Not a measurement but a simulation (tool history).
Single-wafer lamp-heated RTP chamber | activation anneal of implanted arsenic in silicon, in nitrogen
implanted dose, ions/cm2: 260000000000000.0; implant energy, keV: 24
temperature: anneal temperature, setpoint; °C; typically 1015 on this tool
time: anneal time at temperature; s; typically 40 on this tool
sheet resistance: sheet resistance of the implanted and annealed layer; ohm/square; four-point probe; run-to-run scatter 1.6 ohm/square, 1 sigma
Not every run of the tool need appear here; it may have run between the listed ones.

run    hour  temperature  time  read-back reference wafer on the same gauge, sheet resistance  sheet resistance
  1       0         1015    40                                                         351.46            342.53
  2    94.7         1032    40                                                         350.82            340.99
      162.9  -- reflector plate cleaned
  3     202         1015    40                                                         350.91            343.88
  4   274.5         1015    40                                                         350.29            342.95
  5   332.9         1015    40                                                          350.1            339.87
  6   394.7         1001    40                                                         349.96            341.16
      477.3  -- pyrometer window cleaned and pyrometer calibrated
  7   500.4         1001    40                                                         349.63            342.51
  8   595.5         1015    40                                                         349.74            341.55
  9   669.6         1031    40                                                         349.72            335.63
 10   768.3         1031    40                                                         349.55            334.37
 11   818.7         1015    40                                                         349.54            337.78
 12   875.3         1015    48                                                         349.32            338.48
      947.1  -- gauge calibrated
 13   953.3          994    56                                                         363.65            357.19
      966.7  -- reflector plate cleaned
       1006  -- pyrometer window cleaned and pyrometer calibrated
 14  1009.6          994    56                                                         362.76            354.79
 15  1054.3         1015    40                                                         362.02            353.76
 16  1122.3         1015    40                                                            361            352.79
 17    1182         1015    24                                                         360.15            353.46
 18  1232.2         1044    29                                                         359.08            348.19
 19    1269         1031    40                                                         358.29            346.58
 20  1340.9         1015    33                                                         357.43            348.53
 21  1384.5         1015    40                                                         357.21            346.94
 22  1432.1         1030    40                                                         356.87            346.25
 23  1488.8          985    31                                                         355.99            354.47
 24  1540.9         1015    62                                                         355.75            344.62
     1592.4  -- pyrometer window cleaned and pyrometer calibrated
 25  1592.9         1043    59                                                          355.2            338.07
 26  1645.8          999    60                                                         354.69            345.58
 27  1728.7          993    52                                                         354.39            345.61
     1781.2  -- reflector plate cleaned
 28  1800.3          997    16                                                         353.65            353.22
 29  1885.2         1002    40                                                         353.42            346.05
 30  1940.3          989    40                                                         353.29            345.07
 31  2020.1         1015    40                                                         352.47             341.6
 32  2079.5         1027    47                                                         352.68            341.15

5 ways to go on from here, each from the tool as it stands after run 32. What would each give?
  A  2079.9         1015    40                                                              ?                 ?
  B  2079.9         1028    31                                                              ?                 ?
  C  2079.9         1015    26                                                              ?                 ?
  D  2079.9         1039    30                                                              ?                 ?
  E  2079.9         1044    40                                                              ?                 ?

run  read-back reference wafer on the same gauge, sheet resistance  sheet resistance
  A                                                         352.45            342.76
  B                                                         352.45             342.5
  C                                                         352.45            345.13
  D                                                         352.45             341.1
  E                                                         352.45            338.07
Take away the tool's hidden state, keep each run's random variation, and the runs would have read:
run  sheet resistance
  A            353.99
  B            353.72
  C            356.44
  D            352.28
  E            349.15
